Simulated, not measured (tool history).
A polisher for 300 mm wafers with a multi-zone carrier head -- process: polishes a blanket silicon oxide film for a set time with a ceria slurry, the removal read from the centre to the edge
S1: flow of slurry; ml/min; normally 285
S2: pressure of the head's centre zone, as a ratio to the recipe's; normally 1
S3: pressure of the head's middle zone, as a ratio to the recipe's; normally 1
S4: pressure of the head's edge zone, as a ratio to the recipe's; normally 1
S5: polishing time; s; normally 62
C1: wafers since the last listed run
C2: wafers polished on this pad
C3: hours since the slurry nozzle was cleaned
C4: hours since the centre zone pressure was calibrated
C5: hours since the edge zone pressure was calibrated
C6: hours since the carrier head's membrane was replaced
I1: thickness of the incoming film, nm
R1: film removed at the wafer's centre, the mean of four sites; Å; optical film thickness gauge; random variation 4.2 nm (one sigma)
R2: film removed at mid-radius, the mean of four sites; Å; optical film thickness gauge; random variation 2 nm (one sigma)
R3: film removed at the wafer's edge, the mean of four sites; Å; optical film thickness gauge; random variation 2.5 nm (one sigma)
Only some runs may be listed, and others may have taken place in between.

run   hour   S1    S2    S3    S4  S5   C1    C2     C3      C4     C5      C6     I1    R1    R2    R3
  1      0  235     1     1     1  62    0   954  693.2   822.7  591.8  1049.9  931.8  2609  2681  2666
      20.2  -- worn pad replaced by a new one
  2   20.7  235     1     1     1  62  230     6  713.9   843.4  612.5  1070.6  930.3  2880  3022  2892
  3   29.9  285     1     1     1  62  126   133  723.1   852.6  621.7  1079.8  921.8  2843  2928  2842
  4   42.1  285     1     1     1  46  168   302  735.3   864.8  633.9    1092  918.2  2021  2091  2058
  5   55.2  285     1     1     1  46  180   482  748.4   877.9    647  1105.1  947.6  2011  2056  2017
  6   71.8  285     1     1     1  62  229   712    765   894.5  663.6  1121.7  933.1  2637  2746  2677
      95.3  -- worn pad replaced by a new one
  7    102  285     1     1     1  62  361    92  795.2   924.7  693.8  1151.9  928.3  2832  2990  2946
       121  -- edge zone pressure recalibrated
  8  127.4  325     1     1     1  62  322   415  820.6   950.1    6.4  1177.3  928.9  2754  2843  2753
  9  152.9  285     1  0.96  0.91  62  351   767  846.1   975.6   31.9  1202.8  926.8  2671  2621  2588
     176.7  -- worn pad replaced by a new one
 10  177.6  325     1     1     1  62  285    12  870.8  1000.3   56.6  1227.5  940.7  3036  3056  2980
     183.5  -- slurry nozzle cleaned
     214.5  -- carrier head's membrane replaced by a new one
 11    215  375  0.93  0.91  1.05  62  433   446   31.5  1037.7     94     0.5  927.8  2693  2640  2790
 12  232.3  375  1.12  1.03   0.9  62  238   684   48.8    1055  111.3    17.8  914.3  2992  2890  2653
     236.8  -- centre zone pressure recalibrated
       258  -- worn pad replaced by a new one
 13  264.5  285  0.88     1  1.05  62  361    89     81    27.7  143.5      50  944.9  2604  3009  2881
 14  296.6  235  0.91  0.88     1  76  442   532  113.1    59.8  175.6    82.1  934.3  3104  3041  3261
 15  309.5  215     1   1.1  1.11  69  178   710    126    72.7  188.5      95  945.6  2976  3295  2993
 16  334.1  285     1  1.07     1  62  339  1049  150.6    97.3  213.1   119.6  941.3  2668  2899  2668
     338.2  -- worn pad replaced by a new one
 17  348.1  285     1     1     1  62  137   137  164.6   111.3  227.1   133.6  936.6  2839  2904  2828
 18  361.2  215  0.96     1  1.08  73  180   317  177.7   124.4  240.2   146.7  937.9  3010  3245  3201
 19  383.8  200   0.9     1  0.96  44  311   629  200.3     147  262.8   169.3  927.5  1658  1895  1840

Below are 5 alternative next runs, each starting from the tool's condition after run 19. Predict each:
  A  384.2  225     1     1     1  62   5  635  200.7  147.4  263.2  169.7  925.6   ?   ?   ?
  B  384.2  285     1  1.04     1  70   5  635  200.7  147.4  263.2  169.7  925.6   ?   ?   ?
  C  384.2  235     1  1.03  0.91  70   5  635  200.7  147.4  263.2  169.7  925.6   ?   ?   ?
  D  384.2  285  1.09  1.07  1.07  54   5  635  200.7  147.4  263.2  169.7  925.6   ?   ?   ?
  E  384.2  220     1  1.08     1  62   5  635  200.7  147.4  263.2  169.7  925.6   ?   ?   ?

run    R1    R2    R3
  A  2617  2684  2578
  B  3010  3185  2945
  C  2966  3117  2838
  D  2498  2516  2318
  E  2614  2861  2572
Without the tool's hidden state the same runs would have given:
run    R1    R2    R3
  A  2964  3040  2919
  B  3408  3606  3335
  C  3358  3530  3214
  D  2828  2849  2625
  E  2960  3240  2912
